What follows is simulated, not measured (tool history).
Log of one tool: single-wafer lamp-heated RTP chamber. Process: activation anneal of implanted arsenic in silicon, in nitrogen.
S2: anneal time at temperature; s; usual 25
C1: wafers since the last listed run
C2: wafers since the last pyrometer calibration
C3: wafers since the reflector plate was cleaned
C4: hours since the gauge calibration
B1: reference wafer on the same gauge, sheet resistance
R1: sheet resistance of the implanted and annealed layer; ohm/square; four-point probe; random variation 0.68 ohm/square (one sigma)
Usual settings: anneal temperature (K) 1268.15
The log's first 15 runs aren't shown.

{"run": 16, "hour": 1230.6, "anneal temperature (K)": 1268.15, "S2": 25, "C1": 997, "C2": 1644, "C3": 6065, "C4": 1654.1, "B1": 328.89, "R1": 276.61}
{"run": 17, "hour": 1287.0, "anneal temperature (K)": 1268.15, "S2": 25, "C1": 613, "C2": 2258, "C3": 6679, "C4": 1710.5, "B1": 329.22, "R1": 275.59}
{"run": 18, "hour": 1365.2, "anneal temperature (K)": 1268.15, "S2": 25, "C1": 850, "C2": 3109, "C3": 7530, "C4": 1788.7, "B1": 328.85, "R1": 274.14}
{"run": 19, "hour": 1406.7, "anneal temperature (K)": 1268.15, "S2": 25, "C1": 451, "C2": 3560, "C3": 7981, "C4": 1830.2, "B1": 329.15, "R1": 275.67}
{"hour": 1437.8, "done": "reflector plate cleaned"}
{"run": 20, "hour": 1452.5, "anneal temperature (K)": 1253.15, "S2": 25, "C1": 411, "C2": 3972, "C3": 160, "C4": 1876, "B1": 329.06, "R1": 279.46}
{"hour": 1481.5, "done": "gauge calibrated"}
{"run": 21, "hour": 1548.6, "anneal temperature (K)": 1268.15, "S2": 39, "C1": 1045, "C2": 5017, "C3": 1206, "C4": 67.1, "B1": 328.9, "R1": 268.8}
{"hour": 1585.5, "done": "pyrometer window cleaned and pyrometer calibrated"}
{"run": 22, "hour": 1616.8, "anneal temperature (K)": 1278.15, "S2": 17, "C1": 655, "C2": 340, "C3": 1861, "C4": 135.3, "B1": 328.79, "R1": 279.69}
{"run": 23, "hour": 1919.5, "anneal temperature (K)": 1279.15, "S2": 33, "C1": 3293, "C2": 3634, "C3": 5154, "C4": 438, "B1": 329.09, "R1": 267.8}
{"run": 24, "hour": 1970.7, "anneal temperature (K)": 1287.15, "S2": 13, "C1": 557, "C2": 4191, "C3": 5711, "C4": 489.2, "B1": 329.19, "R1": 277.33}
{"run": 25, "hour": 2043.8, "anneal temperature (K)": 1268.15, "S2": 25, "C1": 795, "C2": 4986, "C3": 6507, "C4": 562.3, "B1": 328.87, "R1": 274.41}
{"run": 26, "hour": 2086.4, "anneal temperature (K)": 1268.15, "S2": 16, "C1": 463, "C2": 5450, "C3": 6970, "C4": 604.9, "B1": 329.15, "R1": 280.06}
{"hour": 2101.2, "done": "reflector plate cleaned"}
{"run": 27, "hour": 2138.1, "anneal temperature (K)": 1256.15, "S2": 14, "C1": 475, "C2": 5925, "C3": 402, "C4": 656.6, "B1": 328.79, "R1": 283.41}
{"hour": 2195.8, "done": "pyrometer window cleaned and pyrometer calibrated"}
{"run": 28, "hour": 2208.2, "anneal temperature (K)": 1283.15, "S2": 11, "C1": 675, "C2": 134, "C3": 1077, "C4": 726.7, "B1": 328.84, "R1": 283.24}
{"run": 29, "hour": 2511.3, "anneal temperature (K)": 1268.15, "S2": 14, "C1": 3298, "C2": 3432, "C3": 4375, "C4": 1029.8, "B1": 328.92, "R1": 282.29}
{"run": 30, "hour": 2583.0, "anneal temperature (K)": 1297.15, "S2": 25, "C1": 780, "C2": 4213, "C3": 5155, "C4": 1101.5, "B1": 329.21, "R1": 266.01}
{"run": 31, "hour": 2656.1, "anneal temperature (K)": 1295.15, "S2": 25, "C1": 795, "C2": 5008, "C3": 5951, "C4": 1174.6, "B1": 328.89, "R1": 266.6}
{"hour": 2721.3, "done": "pyrometer window cleaned and pyrometer calibrated"}
{"run": 32, "hour": 2746.9, "anneal temperature (K)": 1244.15, "S2": 21, "C1": 900, "C2": 279, "C3": 6852, "C4": 1265.4, "B1": 329.15, "R1": 284.65}
{"run": 33, "hour": 2818.5, "anneal temperature (K)": 1243.15, "S2": 14, "C1": 779, "C2": 1058, "C3": 7631, "C4": 1337, "B1": 329.34, "R1": 288.86}

Forecast each of these 3 alternatives for the next run:
{"run": "A", "hour": 2818.9, "anneal temperature (K)": 1268.15, "S2": 25, "C1": 4, "C2": 1062, "C3": 7635, "C4": 1337.4, "B1": "?", "R1": "?"}
{"run": "B", "hour": 2818.9, "anneal temperature (K)": 1268.15, "S2": 31, "C1": 4, "C2": 1062, "C3": 7635, "C4": 1337.4, "B1": "?", "R1": "?"}
{"run": "C", "hour": 2818.9, "anneal temperature (K)": 1239.15, "S2": 14, "C1": 4, "C2": 1062, "C3": 7635, "C4": 1337.4, "B1": "?", "R1": "?"}

run=A B1=329.08 R1=277.18
run=B B1=329.08 R1=274.42
run=C B1=329.08 R1=290.25
Without the tool's hidden state the same runs would have given:
run=A R1=277.97
run=B R1=275.24
run=C R1=290.94
